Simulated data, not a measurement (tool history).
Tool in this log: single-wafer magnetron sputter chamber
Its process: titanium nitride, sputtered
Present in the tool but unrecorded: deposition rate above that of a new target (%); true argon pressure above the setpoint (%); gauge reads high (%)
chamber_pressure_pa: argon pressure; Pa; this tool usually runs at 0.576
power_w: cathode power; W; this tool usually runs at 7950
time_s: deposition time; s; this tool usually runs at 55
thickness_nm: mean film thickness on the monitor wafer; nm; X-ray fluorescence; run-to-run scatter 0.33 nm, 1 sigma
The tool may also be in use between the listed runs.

run	hour	chamber_pressure_pa	power_w	time_s	wafers since the last listed run	wafers on the sputter target	hours since the last manometer calibration	hours since the magnet pack was replaced	hours since the gauge calibration	read-back reference wafer on the same gauge, thickness_nm	thickness_nm
1	0	0.576	7950	55	0	1616	1202.6	3758	216.8	85.979	77.947
2	41.5	0.576	6450	55	762	2379	1244.1	3799.5	258.3	85.765	62.441
3	91	0.576	6450	55	909	3289	1293.6	3849	307.8	86.075	62.184
4	145.8	0.576	6450	55	1007	4296	1348.4	3903.8	362.6	85.925	62.011
# hour 201.4: sputter target and shields replaced
5	248.1	0.576	7950	48.9	1733	857	1450.7	4006.1	464.9	85.909	70.259
6	289.4	0.576	7950	48.9	759	1617	1492	4047.4	506.2	85.905	69.092
7	369.2	0.576	7950	48.9	1466	3083	1571.8	4127.2	586	85.821	68.714
8	449.8	0.513	7950	55	1481	4565	1652.4	4207.8	666.6	85.723	76.975
# hour 494: capacitance manometer re-zeroed and calibrated
# hour 497: sputter target and shields replaced
9	497.5	0.576	7950	55	675	9	3.5	4255.5	714.3	85.847	79.506
10	580.4	0.459	8650	63.8	1523	1533	86.4	4338.4	797.2	85.845	103.045
11	790.2	0.704	7950	62.6	3856	5389	296.2	4548.2	1007	85.868	80.886
# hour 809.6: sputter target and shields replaced
12	841.2	0.576	7950	55	790	581	347.2	4599.2	1058	85.824	78.699
# hour 886.2: magnet pack replaced
13	901.8	0.576	6300	45.5	966	1548	407.8	15.6	1118.6	86.004	50.928
14	950.4	0.576	7950	55	893	2442	456.4	64.2	1167.2	85.809	76.934
# hour 1000.8: gauge calibrated
15	1052.8	0.489	7950	55	1882	4324	558.8	166.6	52	85.84	78.216
# hour 1098.4: sputter target and shields replaced
16	1111.5	0.576	7950	55	931	240	617.5	225.3	110.7	85.978	78.37
17	1282	0.454	8700	58.7	3134	3374	788	395.8	281.2	85.867	93.197
# hour 1371.2: sputter target and shields replaced
18	1373	0.507	8450	55	1525	33	879	486.8	372.2	85.822	86.284
19	1451.8	0.768	6100	44.9	1448	1482	957.8	565.6	451	85.932	45.416

What if the next run were any one of these 5? Each begins from the tool's condition after run 19:
A	1452.2	0.576	7950	55	7	1489	958.2	566	451.4	?	?
B	1452.2	0.379	6400	55	7	1489	958.2	566	451.4	?	?
C	1452.2	0.465	7950	55	7	1489	958.2	566	451.4	?	?
D	1452.2	0.576	7950	51	7	1489	958.2	566	451.4	?	?
E	1452.2	0.576	9850	50.9	7	1489	958.2	566	451.4	?	?

run	read-back reference wafer on the same gauge, thickness_nm	thickness_nm
A	85.867	77.505
B	85.867	67.057
C	85.867	80.698
D	85.867	71.868
E	85.867	88.869
Had the tool no hidden state, the same runs would have come out as:
run	thickness_nm
A	79.033
B	68.38
C	82.289
D	73.286
E	90.622
